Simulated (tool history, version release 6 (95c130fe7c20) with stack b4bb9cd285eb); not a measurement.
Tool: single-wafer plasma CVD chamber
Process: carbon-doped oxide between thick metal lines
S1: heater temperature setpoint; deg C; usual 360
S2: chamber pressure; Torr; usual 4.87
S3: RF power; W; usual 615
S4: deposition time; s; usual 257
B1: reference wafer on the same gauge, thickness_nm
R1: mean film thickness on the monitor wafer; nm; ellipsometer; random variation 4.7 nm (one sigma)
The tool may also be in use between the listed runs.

run	hour	S1	S2	S3	S4	B1	R1
1	0	360	4.49	615	257	1130.422	1318.32
2	102.2	360	4.49	615	257	1129.739	1326.373
3	206.8	360	4.49	615	257	1129.753	1325.571
4	273.7	356	4.87	685	257	1129.549	1440.708
5	316.7	356	4.87	685	257	1129.451	1441.948
6	415.7	360	3.99	615	257	1130.217	1295.344
7	459.4	360	4.87	615	257	1128.661	1341.031
8	540.5	360	4.87	615	257	1130.683	1351.528
9	580.9	360	4.87	615	257	1130.238	1347.001
10	677.9	360	4.87	615	257	1129.445	1347.476
11	742.5	360	4.87	615	257	1129.806	1346.56
12	846.6	360	4.87	615	257	1129.405	1343.899
13	930.8	360	4.87	615	257	1131.004	1340.564
14	990.7	360	4.87	615	257	1130.541	1344.402
15	1097.1	350	4.87	665	308	1129.766	1722.089
16	1176.5	371	4.87	550	257	1131.125	1235.707
17	1257.5	360	4.31	685	289	1129.737	1559.652
18	1353.1	372	4.87	615	242	1130.803	1233.803
19	1418.9	360	4.87	615	257	1131.378	1342.774
20	1487.2	360	4.15	675	302	1130.144	1613.225
21	1552.4	360	4.87	615	257	1129.685	1346.175
22	1629.4	360	4.87	615	257	1130.236	1334.626
23	1728.9	360	4.33	615	257	1130.125	1312.994
24	1783.4	353	5.21	700	213	1129.701	1231.689
25	1890.9	360	3.96	540	217	1129.39	1014.172
26	1939.3	360	4.28	660	276	1129.457	1463.907

Not shown: 6 entries that the log had between the listed runs. Between which runs, and how does the tool's hidden state differ before and after?
Between runs 1 and 2: thermocouple changed; heater temperature recalibrated (hour 8.8)
  no hidden state differs between the two runs
Between runs 9 and 10: capacitance manometer re-zeroed and calibrated (hour 618.9)
  no hidden state differs between the two runs
Between runs 11 and 12: gauge calibrated (hour 748)
  no hidden state differs between the two runs
Between runs 16 and 17: thermocouple changed; heater temperature recalibrated (hour 1240.8)
  no hidden state differs between the two runs
Between runs 18 and 19: RF generator calibrated (hour 1418.4)
  no hidden state differs between the two runs
Between runs 20 and 21: showerhead replaced (hour 1549.8)
  no hidden state differs between the two runs

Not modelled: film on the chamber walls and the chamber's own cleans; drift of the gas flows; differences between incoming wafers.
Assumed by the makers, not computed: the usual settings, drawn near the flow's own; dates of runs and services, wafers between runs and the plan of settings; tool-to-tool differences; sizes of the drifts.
